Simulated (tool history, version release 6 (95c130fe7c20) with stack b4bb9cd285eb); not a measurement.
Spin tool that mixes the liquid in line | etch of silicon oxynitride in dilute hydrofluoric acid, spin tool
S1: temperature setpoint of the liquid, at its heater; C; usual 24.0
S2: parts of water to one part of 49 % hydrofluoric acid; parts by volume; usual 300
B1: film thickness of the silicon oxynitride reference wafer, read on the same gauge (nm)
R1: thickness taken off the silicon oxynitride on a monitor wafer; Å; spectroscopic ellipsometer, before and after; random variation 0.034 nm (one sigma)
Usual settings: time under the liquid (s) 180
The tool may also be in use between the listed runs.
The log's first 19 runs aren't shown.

{"hour": 1635.4, "done": "gauge calibrated"}
{"run": 20, "hour": 1671.5, "S1": 29.0, "S2": 300, "time under the liquid (s)": 180, "B1": 49.996, "R1": 18.42}
{"run": 21, "hour": 1746.4, "S1": 25.5, "S2": 300, "time under the liquid (s)": 180, "B1": 49.95, "R1": 15.64}
{"run": 22, "hour": 1791.0, "S1": 25.5, "S2": 175, "time under the liquid (s)": 275, "B1": 49.992, "R1": 42.24}
{"run": 23, "hour": 1835.6, "S1": 24.0, "S2": 300, "time under the liquid (s)": 180, "B1": 49.974, "R1": 14.74}
{"run": 24, "hour": 1908.4, "S1": 26.5, "S2": 175, "time under the liquid (s)": 180, "B1": 49.986, "R1": 29.44}
{"run": 25, "hour": 2014.1, "S1": 28.0, "S2": 300, "time under the liquid (s)": 130, "B1": 49.991, "R1": 12.34}
{"run": 26, "hour": 2227.2, "S1": 24.0, "S2": 300, "time under the liquid (s)": 180, "B1": 49.981, "R1": 13.21}
{"run": 27, "hour": 2320.0, "S1": 27.0, "S2": 195, "time under the liquid (s)": 215, "B1": 49.985, "R1": 31.74}
{"run": 28, "hour": 2359.4, "S1": 21.5, "S2": 385, "time under the liquid (s)": 245, "B1": 49.99, "R1": 12.3}
{"run": 29, "hour": 2422.1, "S1": 24.0, "S2": 300, "time under the liquid (s)": 180, "B1": 49.997, "R1": 13.56}

Forecast run 30:
{"run": 30, "hour": 2466.1, "S1": 28.0, "S2": 205, "time under the liquid (s)": 180, "B1": "?", "R1": "?"}

{"run 30": {"B1": 50.003, "R1": 23.32}}
Without the tool's hidden state the same run would have given R1 28.13 Å.
